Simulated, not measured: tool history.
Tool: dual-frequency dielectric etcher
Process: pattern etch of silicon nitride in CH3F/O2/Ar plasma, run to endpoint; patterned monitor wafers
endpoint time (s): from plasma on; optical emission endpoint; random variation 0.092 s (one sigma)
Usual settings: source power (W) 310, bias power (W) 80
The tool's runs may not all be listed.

run,hour,source power (W),bias power (W),wafers since the last listed run,hours since the last wet clean,hours since the last source power generator calibration,hours since the last bias power generator calibration,hours since the last upper electrode change,"incoming incoming film thickness, nm",endpoint time (s)
1,0.0,310,80,0,449.2,2671.8,1545.2,3189.9,17.83,32.0
2,28.2,310,80,386,477.4,2700.0,1573.4,3218.1,17.91,32.1
3,56.1,310,80,382,505.3,2727.9,1601.3,3246.0,17.53,31.8
4,85.0,310,80,395,534.2,2756.8,1630.2,3274.9,17.80,32.2
5,112.8,310,80,380,562.0,2784.6,1658.0,3302.7,17.88,32.2
6,131.2,310,80,252,580.4,2803.0,1676.4,3321.1,17.70,32.3
# hour 138.9: bias power generator calibrated
# hour 158.8: upper electrode replaced
# hour 180.2: wet clean of the chamber
7,180.7,310,67,56,0.5,2852.5,41.8,21.9,17.78,33.6
8,186.1,370,65,73,5.9,2857.9,47.2,27.3,17.89,30.8
9,202.5,310,74,224,22.3,2874.3,63.6,43.7,17.87,32.1
10,226.9,310,63,334,46.7,2898.7,88.0,68.1,17.83,34.6

The next listed run, before its measurement:
# hour 235.7: source power generator calibrated
11,261.1,240,80,413,80.9,25.4,122.2,102.3,17.75,?

endpoint time (s): 36.8
Without the tool's hidden state the same run would have given endpoint time (s) 36.3.
